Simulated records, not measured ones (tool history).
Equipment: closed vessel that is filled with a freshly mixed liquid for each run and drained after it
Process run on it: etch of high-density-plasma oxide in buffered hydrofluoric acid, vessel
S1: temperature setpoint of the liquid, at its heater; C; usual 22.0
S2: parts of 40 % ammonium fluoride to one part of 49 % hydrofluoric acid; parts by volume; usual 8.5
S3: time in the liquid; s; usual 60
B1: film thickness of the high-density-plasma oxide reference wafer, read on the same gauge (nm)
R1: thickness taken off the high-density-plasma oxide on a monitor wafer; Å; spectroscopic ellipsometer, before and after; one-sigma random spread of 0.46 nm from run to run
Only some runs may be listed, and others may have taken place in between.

run   hour    S1    S2  S3     B1      R1
  1    0.0  22.0   8.5  60  79.99  1019.0
  2   33.7  22.0   9.5  60  80.00   923.9
  3   76.8  22.0   9.5  60  80.01   919.1
  4  127.0  18.5   8.5  60  79.98   828.3
  5  179.4  18.5   8.5  60  80.00   827.9
  6  242.7  18.5   8.5  60  80.05   822.7
  7  302.1  22.0   8.5  60  80.02   998.2
  8  328.9  22.0   8.5  60  80.01   995.1
  9  353.6  22.0   8.5  60  80.01   998.0
 10  397.1  22.0   8.5  60  80.04  1000.7
 11  459.3  17.5   8.5  60  80.01   773.3
     484.4  -- gauge calibrated
 12  513.9  22.0   8.5  60  79.99   985.2
 13  577.1  17.5   8.5  60  80.00   765.1
 14  603.5  22.0   8.5  60  79.99   982.9
     625.9  -- hydrofluoric acid flow meter replaced
     645.7  -- thermometer replaced
 15  664.4  20.0   6.0  90  80.02  2115.6
 16  715.4  18.5   5.0  45  79.99  1131.9
 17  784.7  26.0   5.5  90  80.01  3158.8
 18  857.0  18.5  10.5  60  80.01   768.8
 19  883.9  23.5   5.5  95  80.02  2876.5
 20  920.6  19.5   6.0  45  79.97  1013.7

Here are 4 independent what-if runs from the current tool condition. What would each one return?
  A  921.3  22.0  8.5  60   ?   ?
  B  921.3  27.0  9.5  60   ?   ?
  C  921.3  22.0  6.0  60   ?   ?
  D  921.3  23.5  6.5  60   ?   ?

run     B1      R1
  A  80.00  1102.9
  B  80.00  1315.5
  C  80.00  1555.2
  D  80.00  1575.9
With no hidden state in the tool, these same runs would have given:
run      R1
  A  1126.3
  B  1342.5
  C  1588.2
  D  1609.0
